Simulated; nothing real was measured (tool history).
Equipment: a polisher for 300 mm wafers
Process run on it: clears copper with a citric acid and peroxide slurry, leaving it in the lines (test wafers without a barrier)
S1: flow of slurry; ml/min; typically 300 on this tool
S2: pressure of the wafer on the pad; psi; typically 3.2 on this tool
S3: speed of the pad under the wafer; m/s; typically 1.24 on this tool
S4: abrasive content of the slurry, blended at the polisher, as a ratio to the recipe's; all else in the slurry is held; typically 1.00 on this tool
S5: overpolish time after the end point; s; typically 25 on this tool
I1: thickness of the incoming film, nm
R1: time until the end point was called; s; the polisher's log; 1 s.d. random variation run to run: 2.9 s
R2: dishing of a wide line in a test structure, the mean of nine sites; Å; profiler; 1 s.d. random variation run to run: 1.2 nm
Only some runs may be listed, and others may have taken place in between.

Run 1, day 0.000: usual settings but S4 0.80; I1 450.6. Result: R1 175.3 s, R2 464 Å.
Run 2, day 0.254: usual settings; I1 448.0. Result: R1 162.7 s, R2 471 Å.
Run 3, day 0.933: usual settings; I1 452.7. Result: R1 166.8 s, R2 488 Å.
Run 4, day 1.279: usual settings but S4 1.15; I1 447.1. Result: R1 168.3 s, R2 489 Å.
At day 1.738: slurry blender recalibrated.
Run 5, day 1.871: usual settings but S4 1.15; I1 449.0. Result: R1 149.7 s, R2 504 Å.
Run 6, day 2.225: usual settings but S5 22 s; I1 448.1. Result: R1 157.7 s, R2 454 Å.
Run 7, day 2.633: usual settings but S5 22 s; I1 454.1. Result: R1 161.0 s, R2 450 Å.
Run 8, day 3.250: usual settings but S5 22 s; I1 452.2. Result: R1 166.5 s, R2 467 Å.
Run 9, day 3.742: usual settings; I1 455.9. Result: R1 163.7 s, R2 512 Å.
Run 10, day 4.308: usual settings but S3 1.42 m/s, S4 0.70; I1 451.5. Result: R1 162.8 s, R2 490 Å.
Run 11, day 4.654: usual settings but S3 1.10 m/s, S5 37 s; I1 458.9. Result: R1 191.9 s, R2 602 Å.
Run 12, day 5.338: usual settings but S1 260 ml/min, S2 2.4 psi, S4 1.20; I1 448.7. Result: R1 222.9 s, R2 369 Å.
At day 5.633: worn pad replaced by a new one.
Run 13, day 5.779: usual settings but S1 200 ml/min, S2 2.6 psi, S5 12 s; I1 440.0. Result: R1 215.4 s, R2 194 Å.
At day 5.854: slurry nozzle cleaned.
At day 6.008: slurry blender recalibrated.
At day 6.175: head pressure recalibrated.
Run 14, day 6.196: usual settings but S4 0.70; I1 454.3. Result: R1 171.6 s, R2 482 Å.
Run 15, day 6.662: usual settings; I1 454.6. Result: R1 167.2 s, R2 513 Å.
Run 16, day 6.971: usual settings but S4 0.80; I1 450.2. Result: R1 168.8 s, R2 477 Å.
Run 17, day 8.750: usual settings but S5 35 s; I1 448.0. Result: R1 165.8 s, R2 655 Å.
Run 18, day 9.200: usual settings but S2 2.6 psi; I1 454.8. Result: R1 205.0 s, R2 417 Å.
Run 19, day 9.800: usual settings but S3 0.94 m/s, S4 0.90; I1 443.6. Result: R1 217.2 s, R2 378 Å.
Run 20, day 10.271: usual settings; I1 447.4. Result: R1 171.8 s, R2 473 Å.
At day 10.842: slurry blender recalibrated.
Run 21, day 10.988: usual settings but S3 1.50 m/s; I1 453.2. Result: R1 136.0 s, R2 583 Å.
Run 22, day 11.450: usual settings but S2 2.6 psi; I1 449.8. Result: R1 193.5 s, R2 432 Å.
Run 23, day 12.004: usual settings but S3 1.02 m/s, S5 12 s; I1 449.9. Result: R1 185.3 s, R2 225 Å.
Run 24, day 12.575: usual settings but S3 1.58 m/s; I1 448.3. Result: R1 131.6 s, R2 587 Å.
Run 25, day 12.875: usual settings but S4 0.70; I1 455.7. Result: R1 172.8 s, R2 453 Å.
Run 26, day 13.558: usual settings but S1 405 ml/min, S2 2.5 psi; I1 449.3. Result: R1 206.5 s, R2 407 Å.
At day 14.846: worn pad replaced by a new one.
Run 27, day 15.600: usual settings; I1 457.3. Result: R1 184.5 s, R2 462 Å.

Each row is a separate what-if for the run after 27, all from the same tool condition, not one after another. Results?
Run A, day 15.621: usual settings but S3 0.90 m/s; I1 457.7. Result: R1 ?, R2 ?.
Run B, day 15.621: usual settings but S2 3.8 psi, S3 0.84 m/s; I1 457.7. Result: R1 ?, R2 ?.
Run C, day 15.621: usual settings but S2 2.4 psi, S3 0.88 m/s, S4 0.90, S5 11 s; I1 457.7. Result: R1 ?, R2 ?.
Run D, day 15.621: usual settings but S4 1.25; I1 457.7. Result: R1 ?, R2 ?.
Run E, day 15.621: usual settings but S2 4.2 psi, S3 1.54 m/s, S4 0.75; I1 457.7. Result: R1 ?, R2 ?.

run     R1   R2
  A  236.6  371
  B  212.0  412
  C  326.3  129
  D  170.8  489
  E  120.4  660
With the hidden condition removed and each run's random variation left untouched, the same runs would have given:
run     R1   R2
  A  206.9  417
  B  185.3  462
  C  285.9  146
  D  148.7  547
  E  105.8  728
